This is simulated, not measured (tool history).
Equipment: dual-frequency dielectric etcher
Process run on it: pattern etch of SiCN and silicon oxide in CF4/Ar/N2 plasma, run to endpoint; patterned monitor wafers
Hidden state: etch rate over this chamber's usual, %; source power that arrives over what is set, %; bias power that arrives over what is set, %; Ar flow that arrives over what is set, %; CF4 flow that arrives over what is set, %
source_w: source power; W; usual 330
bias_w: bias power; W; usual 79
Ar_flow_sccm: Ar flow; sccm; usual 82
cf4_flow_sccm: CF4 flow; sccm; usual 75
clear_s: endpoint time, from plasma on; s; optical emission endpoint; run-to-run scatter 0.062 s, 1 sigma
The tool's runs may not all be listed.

run   hour  source_w  bias_w  Ar_flow_sccm  cf4_flow_sccm  wafers since the last listed run  hours since the last wet clean  hours since the last source power generator calibration  hours since the last bias power generator calibration  hours since the last Ar flow controller change  hours since the last CF4 flow controller change  hours since the last upper electrode change  incoming incoming film thickness, nm  clear_s
  1      0       330      79            82             75                                 0                           350.8                                                   4594.9                                                 3200.4                                          2648.4                                             5736                                       3863.9                                 12.22     19.2
  2    6.2       330      79            82             75                               143                             357                                                   4601.1                                                 3206.6                                          2654.6                                           5742.2                                       3870.1                                 12.17     19.1
  3   17.3       330      79            82             75                               256                           368.1                                                   4612.2                                                 3217.7                                          2665.7                                           5753.3                                       3881.2                                 12.15     19.1
  4     30       330      79            82             75                               293                           380.8                                                   4624.9                                                 3230.4                                          2678.4                                             5766                                       3893.9                                 12.23     19.2
  5   36.4       330      79            82             75                               147                           387.2                                                   4631.3                                                 3236.8                                          2684.8                                           5772.4                                       3900.3                                 12.27     19.2
        54  -- source power generator calibrated
      54.3  -- bias power generator calibrated
      54.9  -- CF4 flow controller replaced
  6   55.4       330      79            82             75                               326                           406.2                                                      1.4                                                    1.1                                          2703.8                                              0.5                                       3919.3                                 12.19     19.2
        82  -- wet clean of the chamber
      90.9  -- upper electrode replaced
  7   91.4       330      79            68             75                                71                             9.4                                                     37.4                                                   37.1                                          2739.8                                             36.5                                          0.5                                 12.15     19.6
  8   91.7       270      79            82             75                                 6                             9.7                                                     37.7                                                   37.4                                          2740.1                                             36.8                                          0.8                                 12.22     22.8
  9   92.1       330      79            82             75                                 9                            10.1                                                     38.1                                                   37.8                                          2740.5                                             37.2                                          1.2                                  12.2     19.9
     115.2  -- Ar flow controller replaced
       118  -- wet clean of the chamber, repeated, since the last time left the tool worse
 10  118.5       380      72            89             59                               407                             0.5                                                     64.5                                                   64.2                                             3.3                                             63.6                                         27.6                                 12.38     18.4
 11  118.8       330      79            95             75                                 6                             0.8                                                     64.8                                                   64.5                                             3.6                                             63.9                                         27.9                                 12.31     18.9
 12  129.4       390      69            82             75                               244                            11.4                                                     75.4                                                   75.1                                            14.2                                             74.5                                         38.5                                 12.15     17.1
 13  136.2       330      79            82             75                               157                            18.2                                                     82.2                                                   81.9                                              21                                             81.3                                         45.3                                  12.3     18.8
 14  146.2       280      79            72             69                               230                            28.2                                                     92.2                                                   91.9                                              31                                             91.3                                         55.3                                 12.17     20.8

Branching from run 14: 4 alternative next runs. What would each branch give?
  A  146.6       370      79            82             75                                 9                            28.6                                                     92.6                                                   92.3                                            31.4                                             91.7                                         55.7                                 12.27        ?
  B  146.6       330      79            90             75                                 9                            28.6                                                     92.6                                                   92.3                                            31.4                                             91.7                                         55.7                                 12.27        ?
  C  146.6       300      59            97             75                                 9                            28.6                                                     92.6                                                   92.3                                            31.4                                             91.7                                         55.7                                 12.27        ?
  D  146.6       290      70            96             60                                 9                            28.6                                                     92.6                                                   92.3                                            31.4                                             91.7                                         55.7                                 12.27        ?

run  clear_s
  A     17.3
  B     18.9
  C     22.2
  D     22.2
Without the tool's hidden state the same runs would have given:
run  clear_s
  A     17.2
  B     18.9
  C     22.2
  D     22.2
